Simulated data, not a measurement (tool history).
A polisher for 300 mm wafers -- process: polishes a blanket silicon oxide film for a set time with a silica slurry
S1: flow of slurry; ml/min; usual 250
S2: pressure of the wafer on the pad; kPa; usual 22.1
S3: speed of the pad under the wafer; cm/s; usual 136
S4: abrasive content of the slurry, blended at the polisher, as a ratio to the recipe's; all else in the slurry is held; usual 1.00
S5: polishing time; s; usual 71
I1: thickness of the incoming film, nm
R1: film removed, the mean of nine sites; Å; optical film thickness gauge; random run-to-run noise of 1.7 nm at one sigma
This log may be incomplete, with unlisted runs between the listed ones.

Run 1, hour 0.0: usual settings but S5 63 s; I1 937.9. Result: R1 1912 Å.
At hour 13.6: conditioning disc replaced and pad reconditioned.
Run 2, hour 18.2: usual settings but S5 63 s; I1 938.5. Result: R1 1975 Å.
Run 3, hour 44.4: usual settings; I1 950.7. Result: R1 2215 Å.
Run 4, hour 58.4: usual settings; I1 947.6. Result: R1 2185 Å.
At hour 82.0: worn pad replaced by a new one.
Run 5, hour 82.5: usual settings but S4 1.05; I1 949.9. Result: R1 2209 Å.
Run 6, hour 103.8: usual settings but S4 1.05; I1 937.9. Result: R1 2236 Å.
Run 7, hour 125.8: usual settings; I1 945.4. Result: R1 2221 Å.
Run 8, hour 154.2: usual settings; I1 956.9. Result: R1 2158 Å.
At hour 155.8: slurry nozzle cleaned.
At hour 182.2: slurry blender recalibrated.
Run 9, hour 243.6: usual settings but S3 110 cm/s, S5 84 s; I1 955.8. Result: R1 2277 Å.
Run 10, hour 279.1: usual settings but S2 20.0 kPa, S3 152 cm/s, S4 0.85; I1 956.9. Result: R1 1970 Å.
Run 11, hour 299.4: usual settings; I1 966.9. Result: R1 2154 Å.
At hour 314.8: worn pad replaced by a new one.
Run 12, hour 316.4: usual settings but S2 24.1 kPa, S4 1.10; I1 952.5. Result: R1 2412 Å.
Run 13, hour 343.8: usual settings but S1 180 ml/min, S3 104 cm/s, S5 86 s; I1 958.4. Result: R1 2118 Å.
At hour 359.8: conditioning disc replaced and pad reconditioned.
At hour 364.4: slurry blender recalibrated.
Run 14, hour 365.2: usual settings but S2 17.2 kPa, S3 94 cm/s, S5 78 s; I1 941.1. Result: R1 1587 Å.
Run 15, hour 397.5: usual settings; I1 964.8. Result: R1 2200 Å.
Run 16, hour 478.3: usual settings; I1 949.0. Result: R1 2203 Å.
At hour 483.2: slurry nozzle cleaned.
At hour 492.7: worn pad replaced by a new one.
Run 17, hour 510.7: usual settings but S4 1.10; I1 961.5. Result: R1 2265 Å.
Run 18, hour 535.3: usual settings but S3 104 cm/s, S4 0.70, S5 59 s; I1 949.0. Result: R1 1248 Å.
Run 19, hour 564.9: usual settings but S2 25.5 kPa, S3 116 cm/s; I1 941.5. Result: R1 2211 Å.
At hour 580.2: slurry blender recalibrated.
At hour 583.1: head pressure recalibrated.
Run 20, hour 598.5: usual settings but S3 174 cm/s, S5 86 s; I1 963.7. Result: R1 3095 Å.
Run 21, hour 616.3: usual settings but S4 0.80, S5 60 s; I1 947.8. Result: R1 1621 Å.
Run 22, hour 715.5: usual settings; I1 948.5. Result: R1 2180 Å.
At hour 725.3: worn pad replaced by a new one.
At hour 728.8: conditioning disc replaced and pad reconditioned.
Run 23, hour 748.8: usual settings but S4 1.05; I1 942.1. Result: R1 2250 Å.
Run 24, hour 765.0: usual settings but S1 215 ml/min, S3 112 cm/s, S4 1.15, S5 83 s; I1 947.2. Result: R1 2379 Å.
Run 25, hour 777.4: usual settings but S2 17.2 kPa; I1 945.5. Result: R1 1812 Å.
Run 26, hour 791.8: usual settings but S3 90 cm/s, S4 0.85, S5 52 s; I1 952.8. Result: R1 1148 Å.

3 ways to go on from here, each from the tool as it stands after run 26. What would each give?
Run A, hour 792.2: usual settings but S2 29.0 kPa; I1 946.1. Result: R1 ?.
Run B, hour 792.2: usual settings but S2 17.2 kPa, S3 106 cm/s, S4 1.15; I1 946.1. Result: R1 ?.
Run C, hour 792.2: usual settings but S1 340 ml/min, S2 16.5 kPa, S3 110 cm/s, S4 0.85; I1 946.1. Result: R1 ?.

run    R1
  A  2764
  B  1651
  C  1454
Without the tool's unlogged condition, the same runs would have read:
run    R1
  A  2788
  B  1659
  C  1461

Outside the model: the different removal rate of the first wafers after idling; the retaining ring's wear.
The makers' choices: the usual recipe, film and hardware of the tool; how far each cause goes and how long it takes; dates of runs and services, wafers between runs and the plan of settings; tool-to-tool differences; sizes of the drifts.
